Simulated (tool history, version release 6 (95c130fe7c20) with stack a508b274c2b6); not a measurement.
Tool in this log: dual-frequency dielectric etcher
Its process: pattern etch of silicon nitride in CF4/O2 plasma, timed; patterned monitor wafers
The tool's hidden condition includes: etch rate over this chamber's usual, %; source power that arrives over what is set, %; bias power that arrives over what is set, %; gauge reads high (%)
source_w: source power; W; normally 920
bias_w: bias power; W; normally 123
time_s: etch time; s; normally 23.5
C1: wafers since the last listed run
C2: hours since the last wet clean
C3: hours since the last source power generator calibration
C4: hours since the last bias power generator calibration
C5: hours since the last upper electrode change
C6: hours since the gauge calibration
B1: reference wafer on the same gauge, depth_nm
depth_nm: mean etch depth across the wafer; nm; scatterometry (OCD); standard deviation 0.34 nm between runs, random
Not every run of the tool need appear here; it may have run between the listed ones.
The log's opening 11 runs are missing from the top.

run 12 day=31.379 | source_w=920 bias_w=93 time_s=28 | C1=1040 C2=212.8 C3=745.4 C4=2024.3 C5=4435.1 C6=3465.8 | B1=80.6 | depth_nm=87.3
run 13 day=33.333 | source_w=920 bias_w=123 time_s=23.5 | C1=632 C2=259.7 C3=792.3 C4=2071.2 C5=4482 C6=3512.7 | B1=80.8 | depth_nm=79.1
-- day=34.312 bias power generator calibrated
-- day=35.579 gauge calibrated
run 14 day=36.704 | source_w=920 bias_w=123 time_s=30 | C1=1037 C2=340.6 C3=873.2 C4=57.4 C5=4562.9 C6=27 | B1=80.7 | depth_nm=99.3
run 15 day=40.933 | source_w=920 bias_w=123 time_s=23.5 | C1=1369 C2=442.1 C3=974.7 C4=158.9 C5=4664.4 C6=128.5 | B1=80.8 | depth_nm=78.1
-- day=44.5 upper electrode replaced, of another model than before
run 16 day=44.521 | source_w=820 bias_w=150 time_s=26.5 | C1=837 C2=528.2 C3=1060.8 C4=245 C5=0.5 C6=214.6 | B1=80.6 | depth_nm=86.9
run 17 day=47.471 | source_w=1000 bias_w=123 time_s=23.5 | C1=955 C2=599 C3=1131.6 C4=315.8 C5=71.3 C6=285.4 | B1=80.7 | depth_nm=81.9
run 18 day=49.633 | source_w=1000 bias_w=98 time_s=18 | C1=700 C2=650.9 C3=1183.5 C4=367.7 C5=123.2 C6=337.3 | B1=80.7 | depth_nm=60.5
-- day=52.367 wet clean of the chamber
run 19 day=53.758 | source_w=780 bias_w=96 time_s=18 | C1=1011 C2=33.4 C3=1282.5 C4=466.7 C5=222.2 C6=436.3 | B1=80.6 | depth_nm=52.4
run 20 day=55.958 | source_w=920 bias_w=136 time_s=19 | C1=712 C2=86.2 C3=1335.3 C4=519.5 C5=275 C6=489.1 | B1=80.7 | depth_nm=64.7
run 21 day=57.946 | source_w=830 bias_w=105 time_s=23.5 | C1=643 C2=133.9 C3=1383 C4=567.2 C5=322.7 C6=536.8 | B1=80.8 | depth_nm=71.7
run 22 day=61.875 | source_w=850 bias_w=115 time_s=28 | C1=1272 C2=228.2 C3=1477.3 C4=661.5 C5=417 C6=631.1 | B1=80.7 | depth_nm=88.3
run 23 day=63.454 | source_w=1040 bias_w=123 time_s=28.5 | C1=511 C2=266.1 C3=1515.2 C4=699.4 C5=454.9 C6=669 | B1=80.7 | depth_nm=100.9
run 24 day=67.854 | source_w=920 bias_w=123 time_s=23.5 | C1=1424 C2=371.7 C3=1620.8 C4=805 C5=560.5 C6=774.6 | B1=80.7 | depth_nm=78.1
run 25 day=69.779 | source_w=920 bias_w=123 time_s=23.5 | C1=623 C2=417.9 C3=1667 C4=851.2 C5=606.7 C6=820.8 | B1=80.8 | depth_nm=79.1
run 26 day=74.117 | source_w=920 bias_w=92 time_s=26.5 | C1=1404 C2=522 C3=1771.1 C4=955.3 C5=710.8 C6=924.9 | B1=80.7 | depth_nm=84.5
-- day=82.479 wet clean of the chamber
run 27 day=82.5 | source_w=980 bias_w=123 time_s=28 | C1=2390 C2=0.5 C3=1972.3 C4=1156.5 C5=912 C6=1126.1 | B1=80.7 | depth_nm=97.7
run 28 day=84.808 | source_w=920 bias_w=123 time_s=19.5 | C1=747 C2=55.9 C3=2027.7 C4=1211.9 C5=967.4 C6=1181.5 | B1=80.8 | depth_nm=65.2
run 29 day=88.35 | source_w=920 bias_w=123 time_s=28.5 | C1=1146 C2=140.9 C3=2112.7 C4=1296.9 C5=1052.4 C6=1266.5 | B1=80.7 | depth_nm=95.6
run 30 day=90.708 | source_w=760 bias_w=111 time_s=20 | C1=763 C2=197.5 C3=2169.3 C4=1353.5 C5=1109 C6=1323.1 | B1=80.8 | depth_nm=59.3

4 ways to go on from here, each from the tool as it stands after run 30. What would each give?
run A day=90.725 | source_w=920 bias_w=123 time_s=23.5 | C1=5 C2=197.9 C3=2169.7 C4=1353.9 C5=1109.4 C6=1323.5 | B1=? | depth_nm=?
run B day=90.725 | source_w=1010 bias_w=123 time_s=23.5 | C1=5 C2=197.9 C3=2169.7 C4=1353.9 C5=1109.4 C6=1323.5 | B1=? | depth_nm=?
run C day=90.725 | source_w=1130 bias_w=110 time_s=26 | C1=5 C2=197.9 C3=2169.7 C4=1353.9 C5=1109.4 C6=1323.5 | B1=? | depth_nm=?
run D day=90.725 | source_w=1150 bias_w=123 time_s=28 | C1=5 C2=197.9 C3=2169.7 C4=1353.9 C5=1109.4 C6=1323.5 | B1=? | depth_nm=?

run=A B1=80.7 depth_nm=78.9
run=B B1=80.7 depth_nm=83
run=C B1=80.7 depth_nm=96.1
run=D B1=80.7 depth_nm=106.6
With the hidden condition removed and each run's random variation left untouched, the same runs would have given:
run=A depth_nm=78.4
run=B depth_nm=82.5
run=C depth_nm=95.5
run=D depth_nm=105.9
